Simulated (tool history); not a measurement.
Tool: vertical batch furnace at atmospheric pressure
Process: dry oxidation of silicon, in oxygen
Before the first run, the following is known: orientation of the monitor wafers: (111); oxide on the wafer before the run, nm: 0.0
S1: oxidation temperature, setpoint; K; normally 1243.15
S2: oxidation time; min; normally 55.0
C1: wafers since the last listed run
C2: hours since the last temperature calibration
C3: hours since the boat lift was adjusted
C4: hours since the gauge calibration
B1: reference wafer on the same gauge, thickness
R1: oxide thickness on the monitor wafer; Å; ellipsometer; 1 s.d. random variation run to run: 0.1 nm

run	hour	S1	S2	C1	C2	C3	C4	B1	R1
1	0.0	1243.15	55.0	0	3311.8	4417.8	671.1	40.30	488.6
2	75.5	1243.15	55.0	912	3387.3	4493.3	746.6	40.29	488.2
3	181.3	1243.15	55.0	1278	3493.1	4599.1	852.4	40.31	487.4
4	236.9	1249.15	44.0	671	3548.7	4654.7	908.0	40.29	439.6
5	328.7	1249.15	44.0	1109	3640.5	4746.5	999.8	40.31	439.0
6	423.9	1227.15	55.0	1150	3735.7	4841.7	1095.0	40.32	427.3
7	511.3	1227.15	55.0	1055	3823.1	4929.1	1182.4	40.28	426.9
8	617.4	1227.15	55.0	1281	3929.2	5035.2	1288.5	40.30	427.8
9	721.0	1243.15	55.0	1251	4032.8	5138.8	1392.1	40.31	486.9
10	758.9	1243.15	55.0	457	4070.7	5176.7	1430.0	40.32	486.4
11	825.9	1228.15	33.0	809	4137.7	5243.7	1497.0	40.29	303.3
12	884.4	1228.15	33.0	706	4196.2	5302.2	1555.5	40.26	303.5
# hour 921.2: boat lift adjusted
13	928.2	1228.15	33.0	239	4240.0	7.0	1599.3	40.32	298.9
# hour 965.5: thermocouples replaced and temperature profile calibrated
14	1034.8	1230.15	55.0	997	69.3	113.6	1705.9	40.30	430.6
# hour 1078.9: gauge calibrated
15	1102.1	1261.15	39.0	813	136.6	180.9	23.2	40.31	438.1
16	1191.2	1243.15	39.0	1076	225.7	270.0	112.3	40.31	379.7
17	1254.6	1250.15	66.0	765	289.1	333.4	175.7	40.33	571.0
# hour 1313.7: boat lift adjusted, repeated, since the last time left the tool worse
18	1314.2	1261.15	37.0	430	348.7	0.5	235.3	40.31	437.7
19	1380.3	1225.15	40.0	798	414.8	66.6	301.4	40.30	344.3
20	1441.8	1243.15	55.0	742	476.3	128.1	362.9	40.29	498.4
21	1541.1	1234.15	55.0	1199	575.6	227.4	462.2	40.32	461.6
22	1618.2	1221.15	55.0	931	652.7	304.5	539.3	40.30	415.4
23	1696.8	1243.15	55.0	949	731.3	383.1	617.9	40.29	496.4
24	1788.7	1243.15	55.0	1110	823.2	475.0	709.8	40.29	498.1
25	1843.7	1257.15	55.0	664	878.2	530.0	764.8	40.28	554.8
26	1905.5	1243.15	55.0	746	940.0	591.8	826.6	40.31	497.2
27	1954.1	1243.15	55.0	587	988.6	640.4	875.2	40.31	497.1
28	2055.6	1243.15	66.0	1226	1090.1	741.9	976.7	40.30	561.6

For each entry between runs, how does the tool's hidden state at the last listed run before it compare with that at the first listed run after it?
Run 12 -> run 13: boat lift adjusted (hour 921.2)
  monitor wafer colder than the profiled boat position, K: 2.76 -> 4.74
  the result without the hidden state subtracted from the measured one, R1: -7.2 -> -12.3 Å
Run 13 -> run 14: thermocouples replaced and temperature profile calibrated (hour 965.5)
  monitor wafer colder than the profiled boat position, K: 4.74 -> 4.88
  the result without the hidden state subtracted from the measured one, R1: -12.3 -> -18.0 Å
Run 14 -> run 15: gauge calibrated (hour 1078.9)
  monitor wafer colder than the profiled boat position, K: 4.88 -> 4.96
  the result without the hidden state subtracted from the measured one, R1: -18.0 -> -16.8 Å
Run 17 -> run 18: boat lift adjusted, repeated, since the last time left the tool worse (hour 1313.7)
  monitor wafer colder than the profiled boat position, K: 5.14 -> 0.0732
  the result without the hidden state subtracted from the measured one, R1: -23.5 -> -0.2 Å

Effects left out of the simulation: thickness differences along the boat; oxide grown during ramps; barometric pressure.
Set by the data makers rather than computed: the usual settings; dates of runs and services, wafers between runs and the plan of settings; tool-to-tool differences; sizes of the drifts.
